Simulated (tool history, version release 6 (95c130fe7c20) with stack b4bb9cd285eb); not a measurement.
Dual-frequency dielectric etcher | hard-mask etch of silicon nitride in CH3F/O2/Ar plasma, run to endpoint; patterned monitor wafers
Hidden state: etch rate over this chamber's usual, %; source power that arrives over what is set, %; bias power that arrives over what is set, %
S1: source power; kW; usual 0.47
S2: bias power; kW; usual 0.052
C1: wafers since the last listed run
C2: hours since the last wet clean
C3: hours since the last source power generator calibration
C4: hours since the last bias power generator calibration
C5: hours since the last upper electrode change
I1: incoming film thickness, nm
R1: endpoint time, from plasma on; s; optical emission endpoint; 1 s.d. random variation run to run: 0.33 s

run,hour,S1,S2,C1,C2,C3,C4,C5,I1,R1
1,0,0.5,0.052,0,121.2,1786.7,3654.4,4268,29.2,41.5
2,47.8,0.5,0.052,431,169,1834.5,3702.2,4315.8,29.25,40.9
3,74.5,0.47,0.052,240,195.7,1861.2,3728.9,4342.5,29.09,41.3
4,113,0.47,0.052,347,234.2,1899.7,3767.4,4381,29.08,41.2
5,176.8,0.38,0.052,575,298,1963.5,3831.2,4444.8,28.98,44.1
6,218.7,0.38,0.052,378,339.9,2005.4,3873.1,4486.7,29.17,43.8
7,256.3,0.38,0.052,339,377.5,2043,3910.7,4524.3,29,44.5
8,324.9,0.47,0.049,619,446.1,2111.6,3979.3,4592.9,29.17,42.8
# hour 357.5: source power generator calibrated
9,363.2,0.47,0.049,309,484.4,5.7,4017.6,4631.2,29.21,43
10,408.9,0.47,0.052,412,530.1,51.4,4063.3,4676.9,28.93,41
# hour 429.6: bias power generator calibrated
# hour 451: wet clean of the chamber
11,470.5,0.41,0.052,325,19.5,113,40.9,4738.5,29,43.8
12,537.1,0.42,0.062,601,86.1,179.6,107.5,4805.1,29,41.4
13,601.1,0.36,0.06,577,150.1,243.6,171.5,4869.1,29.17,43.6
# hour 641.2: upper electrode replaced
14,653.6,0.41,0.052,257,202.6,296.1,224,12.4,29.14,43.6
15,704.8,0.47,0.045,462,253.8,347.3,275.2,63.6,29.44,44
16,765.7,0.47,0.052,549,314.7,408.2,336.1,124.5,29.12,41.7
17,796.4,0.37,0.041,277,345.4,438.9,366.8,155.2,29.19,48.1
18,845.7,0.42,0.062,444,394.7,488.2,416.1,204.5,28.95,40.9
19,894.5,0.56,0.064,440,443.5,537,464.9,253.3,29.39,37.4
# hour 948.5: wet clean of the chamber
20,949,0.53,0.046,275,0.5,591.5,519.4,307.8,28.98,41.3

Each row is a separate what-if for the run after 20, all from the same tool condition, not one after another. Results?
A,949.4,0.47,0.052,3,0.9,591.9,519.8,308.2,28.79,?
B,949.4,0.41,0.056,3,0.9,591.9,519.8,308.2,28.79,?
C,949.4,0.42,0.044,3,0.9,591.9,519.8,308.2,28.79,?
D,949.4,0.42,0.043,3,0.9,591.9,519.8,308.2,28.79,?

run,R1
A,41.3
B,42.4
C,44.7
D,45
Take away the tool's hidden state, keep each run's random variation, and the runs would have read:
run,R1
A,41.3
B,42.4
C,44.7
D,45
